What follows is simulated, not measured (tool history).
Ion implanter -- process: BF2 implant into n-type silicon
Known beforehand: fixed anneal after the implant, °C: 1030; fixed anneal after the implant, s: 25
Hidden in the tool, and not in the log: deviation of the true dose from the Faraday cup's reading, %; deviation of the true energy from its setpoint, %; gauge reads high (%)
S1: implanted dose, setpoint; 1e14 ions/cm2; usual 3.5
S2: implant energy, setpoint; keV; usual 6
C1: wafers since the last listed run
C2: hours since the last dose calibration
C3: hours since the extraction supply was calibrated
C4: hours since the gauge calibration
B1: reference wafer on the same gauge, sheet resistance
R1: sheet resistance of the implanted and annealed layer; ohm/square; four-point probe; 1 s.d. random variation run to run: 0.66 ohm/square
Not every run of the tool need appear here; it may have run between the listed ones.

{"run": 1, "day": 0.0, "S1": 3.5, "S2": 6, "C1": 0, "C2": 1984.2, "C3": 4079.9, "C4": 123.1, "B1": 495.1, "R1": 440.02}
{"run": 2, "day": 0.329, "S1": 3.5, "S2": 6, "C1": 81, "C2": 1992.1, "C3": 4087.8, "C4": 131, "B1": 495.22, "R1": 439.57}
{"run": 3, "day": 0.962, "S1": 3.5, "S2": 5, "C1": 156, "C2": 2007.3, "C3": 4103, "C4": 146.2, "B1": 495.47, "R1": 465.95}
{"run": 4, "day": 1.488, "S1": 2.82, "S2": 6, "C1": 129, "C2": 2019.9, "C3": 4115.6, "C4": 158.8, "B1": 495.69, "R1": 512.76}
{"run": 5, "day": 1.971, "S1": 3.5, "S2": 6, "C1": 119, "C2": 2031.5, "C3": 4127.2, "C4": 170.4, "B1": 496.19, "R1": 442.51}
{"day": 3.4, "done": "Faraday cup replaced and dose calibrated"}
{"day": 3.667, "done": "extraction supply calibrated"}
{"run": 6, "day": 4.1, "S1": 3.5, "S2": 6, "C1": 378, "C2": 16.8, "C3": 10.4, "C4": 221.5, "B1": 497.55, "R1": 443.01}
{"run": 7, "day": 4.829, "S1": 3.5, "S2": 6, "C1": 180, "C2": 34.3, "C3": 27.9, "C4": 239, "B1": 498.09, "R1": 443.22}
{"run": 8, "day": 5.088, "S1": 3.5, "S2": 6, "C1": 63, "C2": 40.5, "C3": 34.1, "C4": 245.2, "B1": 498.39, "R1": 443.75}
{"run": 9, "day": 5.7, "S1": 2.75, "S2": 6, "C1": 151, "C2": 55.2, "C3": 48.8, "C4": 259.9, "B1": 498.98, "R1": 524.03}
{"run": 10, "day": 5.971, "S1": 3.19, "S2": 6, "C1": 67, "C2": 61.7, "C3": 55.3, "C4": 266.4, "B1": 498.99, "R1": 472.25}
{"day": 6.383, "done": "gauge calibrated"}
{"run": 11, "day": 6.717, "S1": 3.96, "S2": 6, "C1": 184, "C2": 79.6, "C3": 73.2, "C4": 8, "B1": 494.3, "R1": 405.34}
{"run": 12, "day": 7.258, "S1": 3.5, "S2": 7, "C1": 134, "C2": 92.6, "C3": 86.2, "C4": 21, "B1": 494.3, "R1": 423.88}
{"run": 13, "day": 7.538, "S1": 4.53, "S2": 7, "C1": 69, "C2": 99.3, "C3": 92.9, "C4": 27.7, "B1": 494.24, "R1": 359.04}
{"run": 14, "day": 7.962, "S1": 4.42, "S2": 7, "C1": 105, "C2": 109.5, "C3": 103.1, "C4": 37.9, "B1": 494.43, "R1": 362.94}

What does the tool deliver on the next run?
{"run": 15, "day": 8.579, "S1": 3.5, "S2": 6, "C1": 152, "C2": 124.3, "C3": 117.9, "C4": 52.7, "B1": "?", "R1": "?"}

B1: 494.56
R1: 439.42 ohm/square
Without the tool's hidden state the same run would have given R1 438.97 ohm/square.
